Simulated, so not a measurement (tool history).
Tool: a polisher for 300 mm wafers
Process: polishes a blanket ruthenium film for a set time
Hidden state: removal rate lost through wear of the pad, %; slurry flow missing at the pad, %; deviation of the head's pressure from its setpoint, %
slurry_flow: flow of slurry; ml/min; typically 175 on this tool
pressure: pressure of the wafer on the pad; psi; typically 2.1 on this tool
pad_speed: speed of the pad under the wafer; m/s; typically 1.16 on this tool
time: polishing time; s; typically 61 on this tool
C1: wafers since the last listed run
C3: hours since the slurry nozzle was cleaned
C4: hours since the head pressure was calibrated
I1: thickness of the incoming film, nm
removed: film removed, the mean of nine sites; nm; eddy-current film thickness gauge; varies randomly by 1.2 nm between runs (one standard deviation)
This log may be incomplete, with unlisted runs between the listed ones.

Run 1, day 0: usual settings; C1 0; wafers polished on this pad 1713; C3 372.2; C4 536.9; I1 620.8. Result: removed 84.4 nm.
At day 2.629: slurry nozzle cleaned.
Run 2, day 4.4: usual settings but pressure 1.6 psi; C1 1368; wafers polished on this pad 3081; C3 42.5; C4 642.5; I1 620.6. Result: removed 60.7 nm.
At day 7.188: worn pad replaced by a new one.
Run 3, day 8.158: usual settings but pressure 1.6 psi; C1 1127; wafers polished on this pad 305; C3 132.7; C4 732.7; I1 608.6. Result: removed 67.5 nm.
Run 4, day 11.062: usual settings; C1 911; wafers polished on this pad 1217; C3 202.4; C4 802.4; I1 617.1. Result: removed 83.8 nm.
Run 5, day 13.367: usual settings; C1 723; wafers polished on this pad 1940; C3 257.7; C4 857.7; I1 617.1. Result: removed 79.6 nm.
Run 6, day 15.512: usual settings; C1 673; wafers polished on this pad 2614; C3 309.2; C4 909.2; I1 623.2. Result: removed 78.8 nm.
At day 17.529: slurry nozzle cleaned.
Run 7, day 18.162: usual settings; C1 818; wafers polished on this pad 3433; C3 15.2; C4 972.8; I1 625.5. Result: removed 75.1 nm.
At day 19.025: worn pad replaced by a new one.
Run 8, day 20.912: usual settings; C1 811; wafers polished on this pad 593; C3 81.2; C4 1038.8; I1 620.3. Result: removed 84.1 nm.
Run 9, day 25.138: usual settings; C1 1326; wafers polished on this pad 1919; C3 182.6; C4 1140.2; I1 619.5. Result: removed 80.9 nm.
At day 26.779: head pressure recalibrated.
Run 10, day 27.092: usual settings; C1 587; wafers polished on this pad 2507; C3 229.5; C4 7.5; I1 619.2. Result: removed 80.1 nm.
At day 29.508: worn pad replaced by a new one.
Run 11, day 31.2: usual settings but pad_speed 1.36 m/s, time 76 s; C1 1237; wafers polished on this pad 530; C3 328.1; C4 106.1; I1 622.5. Result: removed 117.8 nm.
At day 34.7: slurry nozzle cleaned.
Run 12, day 35.333: usual settings but slurry_flow 195 ml/min, pad_speed 0.92 m/s, time 73 s; C1 1284; wafers polished on this pad 1815; C3 15.2; C4 205.3; I1 627.7. Result: removed 85.8 nm.
Run 13, day 39: usual settings but pressure 1.7 psi, time 67 s; C1 1151; wafers polished on this pad 2966; C3 103.2; C4 293.3; I1 621.6. Result: removed 69.7 nm.
At day 39.583: worn pad replaced by a new one.
Run 14, day 43.258: usual settings but pressure 1.5 psi; C1 1284; wafers polished on this pad 1153; C3 205.4; C4 395.5; I1 619.6. Result: removed 61.9 nm.
Run 15, day 47.017: usual settings; C1 1179; wafers polished on this pad 2333; C3 295.6; C4 485.7; I1 613. Result: removed 81.8 nm.
Run 16, day 48.529: usual settings; C1 474; wafers polished on this pad 2808; C3 331.9; C4 522; I1 620.4. Result: removed 78 nm.
At day 50.725: worn pad replaced by a new one.
At day 51.071: slurry nozzle cleaned.
Run 17, day 51.975: usual settings but slurry_flow 235 ml/min, pressure 2.4 psi, pad_speed 1 m/s, time 71 s; C1 1016; wafers polished on this pad 379; C3 21.7; C4 604.7; I1 619.3. Result: removed 104.8 nm.
Run 18, day 55.642: usual settings but pressure 2.7 psi, pad_speed 0.8 m/s, time 54 s; C1 1151; wafers polished on this pad 1530; C3 109.7; C4 692.7; I1 622. Result: removed 73 nm.

Across each entry between runs, compare the hidden state at the last listed run before it with the hidden state at the first listed run after it:
From run 1 to run 2: slurry nozzle cleaned (day 2.629)
  removal rate lost through wear of the pad, %: 3.27 -> 9.8
  measured value less the no-hidden-state value, removed: -2.8 -> -6.6 nm
From run 2 to run 3: worn pad replaced by a new one (day 7.188)
  removal rate lost through wear of the pad, %: 9.8 -> 1.46
  measured value less the no-hidden-state value, removed: -6.6 -> -1 nm
From run 6 to run 7: slurry nozzle cleaned (day 17.529)
  removal rate lost through wear of the pad, %: 8.09 -> 13
  measured value less the no-hidden-state value, removed: -6.9 -> -11.3 nm
From run 7 to run 8: worn pad replaced by a new one (day 19.025)
  removal rate lost through wear of the pad, %: 13 -> 1.2
  measured value less the no-hidden-state value, removed: -11.3 -> -1 nm
From run 9 to run 10: head pressure recalibrated (day 26.779)
  removal rate lost through wear of the pad, %: 4.48 -> 7.16
  measured value less the no-hidden-state value, removed: -3.8 -> -6.2 nm
From run 10 to run 11: worn pad replaced by a new one (day 29.508)
  removal rate lost through wear of the pad, %: 7.16 -> 1.57
  measured value less the no-hidden-state value, removed: -6.2 -> -1.9 nm
From run 11 to run 12: slurry nozzle cleaned (day 34.7)
  removal rate lost through wear of the pad, %: 1.57 -> 4.58
  measured value less the no-hidden-state value, removed: -1.9 -> -4.1 nm
From run 13 to run 14: worn pad replaced by a new one (day 39.583)
  removal rate lost through wear of the pad, %: 10 -> 2.44
  measured value less the no-hidden-state value, removed: -7.8 -> -1.5 nm
From run 16 to run 17: worn pad replaced by a new one (day 50.725); slurry nozzle cleaned (day 51.071)
  removal rate lost through wear of the pad, %: 8.89 -> 1.71
  measured value less the no-hidden-state value, removed: -7.6 -> -1.8 nm

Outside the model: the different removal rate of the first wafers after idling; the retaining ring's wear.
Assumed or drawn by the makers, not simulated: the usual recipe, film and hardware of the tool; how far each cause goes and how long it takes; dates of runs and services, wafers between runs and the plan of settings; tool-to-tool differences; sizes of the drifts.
